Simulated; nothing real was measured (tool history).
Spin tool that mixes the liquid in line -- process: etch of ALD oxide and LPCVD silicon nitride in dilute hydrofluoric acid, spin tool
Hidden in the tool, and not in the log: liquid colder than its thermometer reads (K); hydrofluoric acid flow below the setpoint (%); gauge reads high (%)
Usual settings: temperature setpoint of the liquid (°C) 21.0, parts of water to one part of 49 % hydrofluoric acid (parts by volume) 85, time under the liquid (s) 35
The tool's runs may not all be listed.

run,hour,temperature setpoint of the liquid (°C),parts of water to one part of 49 % hydrofluoric acid (parts by volume),time under the liquid (s),wafers since the last listed run,hours since the thermometer was replaced,hours since the hydrofluoric acid flow meter was replaced,hours since the gauge calibration,"read-back film thickness of the ALD oxide reference wafer, read on the same gauge (nm)",thickness taken off the ALD oxide on a monitor wafer (angstrom)
1,0.0,21.0,85,45,0,624.4,1259.0,494.0,140.00,101.1
2,6.3,22.5,85,35,57,630.7,1265.3,500.3,140.03,83.6
3,12.5,21.0,85,20,56,636.9,1271.5,506.5,139.98,44.8
4,18.7,21.0,85,35,56,643.1,1277.7,512.7,140.01,78.3
5,26.9,21.0,85,35,74,651.3,1285.9,520.9,139.94,78.2
6,35.3,21.0,85,35,76,659.7,1294.3,529.3,139.99,78.4
# hour 48.2: hydrofluoric acid flow meter replaced
7,52.7,21.0,120,25,148,677.1,4.5,546.7,140.00,37.8
# hour 54.4: gauge calibrated
8,64.5,21.0,85,35,107,688.9,16.3,10.1,139.96,77.7
9,70.8,21.0,85,35,57,695.2,22.6,16.4,139.99,77.7
10,84.0,19.0,85,55,119,708.4,35.8,29.6,140.02,111.8
11,95.8,23.0,125,35,107,720.2,47.6,41.4,140.00,54.7
# hour 100.8: thermometer replaced
12,111.8,19.0,85,25,136,11.0,63.6,57.4,139.98,54.6
13,127.2,23.5,85,55,139,26.4,79.0,72.8,140.01,143.6
14,141.7,21.0,75,35,131,40.9,93.5,87.3,139.96,94.8
15,157.8,18.0,85,35,146,57.0,109.6,103.4,139.93,72.7
16,172.9,24.0,110,30,137,72.1,124.7,118.5,139.99,60.3

Run 17 has not been measured yet. What should we expect?
17,184.2,21.0,85,25,102,83.4,136.0,129.8,?,?

{"run 17": {"read-back film thickness of the ALD oxide reference wafer, read on the same gauge (nm)": 139.98, "thickness taken off the ALD oxide on a monitor wafer (angstrom)": 58.7}}
Minus the tool's unlogged condition, the same run would have read thickness taken off the ALD oxide on a monitor wafer (angstrom) 59.7.

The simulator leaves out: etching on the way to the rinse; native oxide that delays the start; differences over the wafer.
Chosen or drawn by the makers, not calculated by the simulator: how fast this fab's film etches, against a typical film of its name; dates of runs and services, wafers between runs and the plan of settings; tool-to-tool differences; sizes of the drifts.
